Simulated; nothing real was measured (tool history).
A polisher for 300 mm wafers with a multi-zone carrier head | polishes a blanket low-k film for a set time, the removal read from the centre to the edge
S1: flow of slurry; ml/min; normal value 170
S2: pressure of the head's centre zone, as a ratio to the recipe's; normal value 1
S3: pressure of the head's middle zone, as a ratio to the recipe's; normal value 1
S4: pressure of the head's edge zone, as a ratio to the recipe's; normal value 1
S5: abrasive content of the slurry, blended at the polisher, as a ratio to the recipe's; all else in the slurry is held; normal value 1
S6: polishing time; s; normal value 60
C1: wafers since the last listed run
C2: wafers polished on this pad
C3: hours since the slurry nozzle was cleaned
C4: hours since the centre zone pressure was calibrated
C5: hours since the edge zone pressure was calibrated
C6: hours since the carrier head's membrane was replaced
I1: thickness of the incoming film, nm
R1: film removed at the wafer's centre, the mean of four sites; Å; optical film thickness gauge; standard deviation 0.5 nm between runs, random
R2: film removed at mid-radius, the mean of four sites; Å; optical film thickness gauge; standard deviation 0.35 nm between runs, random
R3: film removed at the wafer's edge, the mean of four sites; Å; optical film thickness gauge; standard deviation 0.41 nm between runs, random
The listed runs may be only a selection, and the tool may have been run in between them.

run,hour,S1,S2,S3,S4,S5,S6,C1,C2,C3,C4,C5,C6,I1,R1,R2,R3
1,0,170,1,1,1,1,60,0,1034,315.1,1019.1,967.3,1787.2,675.6,312,308,315
# hour 28.6: worn pad replaced by a new one
2,95.3,170,1,1,1,1,60,492,360,410.4,1114.4,1062.6,1882.5,680,338,318,322
3,116.8,170,1,1,1,1,60,116,476,431.9,1135.9,1084.1,1904,676.8,334,324,326
4,139.4,170,1.04,1,1,1,60,121,598,454.5,1158.5,1106.7,1926.6,688,349,314,327
5,170.7,170,1,1,1,1,60,168,767,485.8,1189.8,1138,1957.9,690.1,321,312,323
# hour 178: edge zone pressure recalibrated
6,206.6,170,1,1,1,1,60,182,950,521.7,1225.7,28.6,1993.8,681.1,320,312,311
# hour 209.8: centre zone pressure recalibrated
7,219.1,170,1,1,1,1,60,56,1006,534.2,9.3,41.1,2006.3,681.1,319,304,306

Run 8, settings as shown, results not yet in. Your forecast:
8,252.5,170,1,1.07,1,0.7,60,180,1187,567.6,42.7,74.5,2039.7,681.3,?,?,?

{"run 8": {"R1": 211, "R2": 216, "R3": 208}}
Take away the tool's hidden state, keep the run-to-run variation as it was, and the same run would have given R1 238 Å, R2 244 Å, R3 235 Å.
